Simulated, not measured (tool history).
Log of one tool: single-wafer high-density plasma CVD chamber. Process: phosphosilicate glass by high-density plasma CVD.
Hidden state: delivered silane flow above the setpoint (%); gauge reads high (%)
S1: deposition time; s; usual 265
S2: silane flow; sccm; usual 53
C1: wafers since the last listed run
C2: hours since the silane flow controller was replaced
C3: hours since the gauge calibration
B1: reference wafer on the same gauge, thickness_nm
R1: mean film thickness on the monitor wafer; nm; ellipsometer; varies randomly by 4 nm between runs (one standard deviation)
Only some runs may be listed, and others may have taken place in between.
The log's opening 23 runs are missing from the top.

| run | hour | S1 | S2 | C1 | C2 | C3 | B1 | R1 |
|---|---|---|---|---|---|---|---|---|
|  | 1052.6 | gauge calibrated |
| 24 | 1073.7 | 265 | 53 | 459 | 5005.0 | 21.1 | 1760.292 | 1550.718 |
| 25 | 1105.1 | 265 | 53 | 158 | 5036.4 | 52.5 | 1759.784 | 1552.382 |
| 26 | 1161.6 | 305 | 43 | 285 | 5092.9 | 109.0 | 1760.236 | 1577.193 |
| 27 | 1228.2 | 212 | 59 | 336 | 5159.5 | 175.6 | 1759.084 | 1328.486 |
| 28 | 1287.6 | 228 | 44 | 300 | 5218.9 | 235.0 | 1759.851 | 1196.848 |
| 29 | 1327.8 | 265 | 53 | 203 | 5259.1 | 275.2 | 1760.057 | 1553.505 |
|  | 1364.6 | silane flow controller replaced |
| 30 | 1384.9 | 247 | 53 | 248 | 20.3 | 332.3 | 1759.391 | 1444.556 |
| 31 | 1409.1 | 265 | 53 | 122 | 44.5 | 356.5 | 1759.977 | 1557.199 |
| 32 | 1439.5 | 249 | 45 | 153 | 74.9 | 386.9 | 1759.245 | 1326.179 |
| 33 | 1471.6 | 265 | 53 | 162 | 107.0 | 419.0 | 1760.372 | 1554.501 |
| 34 | 1520.4 | 265 | 53 | 246 | 155.8 | 467.8 | 1760.094 | 1557.559 |
| 35 | 1552.0 | 265 | 53 | 159 | 187.4 | 499.4 | 1759.232 | 1561.217 |
| 36 | 1610.1 | 228 | 45 | 293 | 245.5 | 557.5 | 1760.221 | 1214.839 |
| 37 | 1654.5 | 265 | 53 | 224 | 289.9 | 601.9 | 1760.090 | 1557.987 |
| 38 | 1684.2 | 309 | 53 | 150 | 319.6 | 631.6 | 1759.883 | 1806.752 |
| 39 | 1711.9 | 293 | 62 | 140 | 347.3 | 659.3 | 1759.782 | 1902.006 |
| 40 | 1736.2 | 317 | 59 | 122 | 371.6 | 683.6 | 1760.409 | 2000.225 |
| 41 | 1790.4 | 236 | 53 | 274 | 425.8 | 737.8 | 1759.547 | 1382.791 |
| 42 | 1845.8 | 244 | 58 | 280 | 481.2 | 793.2 | 1759.485 | 1512.734 |
| 43 | 1911.2 | 224 | 58 | 330 | 546.6 | 858.6 | 1760.090 | 1393.910 |
| 44 | 1954.6 | 265 | 53 | 219 | 590.0 | 902.0 | 1759.919 | 1555.321 |
| 45 | 2013.0 | 216 | 56 | 295 | 648.4 | 960.4 | 1759.876 | 1307.069 |
| 46 | 2061.4 | 233 | 50 | 244 | 696.8 | 1008.8 | 1759.879 | 1322.405 |

What if the next run were any one of these 4? Each begins from the tool's condition after run 46:
| A | 2061.9 | 265 | 53 | 2 | 697.3 | 1009.3 | ? | ? |
| B | 2061.9 | 224 | 45 | 2 | 697.3 | 1009.3 | ? | ? |
| C | 2061.9 | 265 | 59 | 2 | 697.3 | 1009.3 | ? | ? |
| D | 2061.9 | 238 | 53 | 2 | 697.3 | 1009.3 | ? | ? |

| run | B1 | R1 |
|---|---|---|
| A | 1760.578 | 1546.723 |
| B | 1760.578 | 1185.430 |
| C | 1760.578 | 1654.962 |
| D | 1760.578 | 1389.133 |
What these runs would have given with no unlogged condition in the tool:
| run | R1 |
|---|---|
| A | 1546.723 |
| B | 1185.430 |
| C | 1654.962 |
| D | 1389.133 |
